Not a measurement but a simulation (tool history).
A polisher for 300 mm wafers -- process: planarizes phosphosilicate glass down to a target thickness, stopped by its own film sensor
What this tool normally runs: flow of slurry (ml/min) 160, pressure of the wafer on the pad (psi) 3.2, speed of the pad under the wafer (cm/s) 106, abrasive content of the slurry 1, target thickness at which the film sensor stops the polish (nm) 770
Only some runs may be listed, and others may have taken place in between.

| run | hour | flow of slurry (ml/min) | pressure of the wafer on the pad (psi) | speed of the pad under the wafer (cm/s) | abrasive content of the slurry | target thickness at which the film sensor stops the polish (nm) | wafers since the last listed run | wafers polished on this pad | hours since the slurry nozzle was cleaned | hours since the head pressure was calibrated | hours since the slurry blender was calibrated | hours since the conditioning disc was replaced | incoming thickness of the incoming film, nm | time until the film sensor stopped the polish (s) |
|---|---|---|---|---|---|---|---|---|---|---|---|---|---|---|
| 1 | 0 | 160 | 4 | 106 | 1 | 770 | 0 | 518 | 400.8 | 388.1 | 237.4 | 125.7 | 1739.6 | 90.3 |
| 2 | 17.8 | 160 | 4 | 106 | 1 | 770 | 190 | 709 | 418.6 | 405.9 | 255.2 | 143.5 | 1711.2 | 85.2 |
| 3 | 24.6 | 160 | 4 | 106 | 1 | 770 | 72 | 782 | 425.4 | 412.7 | 262 | 150.3 | 1720.6 | 88.6 |
| 4 | 35.8 | 160 | 3.2 | 106 | 1 | 770 | 119 | 901 | 436.6 | 423.9 | 273.2 | 161.5 | 1752.9 | 113.3 |
|  | 49.5 | worn pad replaced by a new one |
| 5 | 52.6 | 160 | 3.2 | 106 | 1 | 770 | 136 | 32 | 453.4 | 440.7 | 290 | 178.3 | 1760.9 | 113.1 |
| 6 | 62.1 | 160 | 3.2 | 106 | 1 | 770 | 101 | 134 | 462.9 | 450.2 | 299.5 | 187.8 | 1709.7 | 108 |
| 7 | 73.9 | 160 | 3.2 | 106 | 1 | 770 | 126 | 260 | 474.7 | 462 | 311.3 | 199.6 | 1701.9 | 107 |
|  | 80.1 | slurry blender recalibrated |
|  | 81.4 | head pressure recalibrated |
| 8 | 89.4 | 160 | 3.2 | 106 | 1 | 770 | 130 | 391 | 490.2 | 8 | 9.3 | 215.1 | 1740.7 | 97.7 |

For run 9, what comes out?
| 9 | 101.1 | 160 | 3.2 | 88 | 1 | 967 | 125 | 516 | 501.9 | 19.7 | 21 | 226.8 | 1755 | ? |

time until the film sensor stopped the polish (s): 90.4
On a tool with no hidden condition, and with the same random variation, this run would have come out at time until the film sensor stopped the polish (s) 90.3.
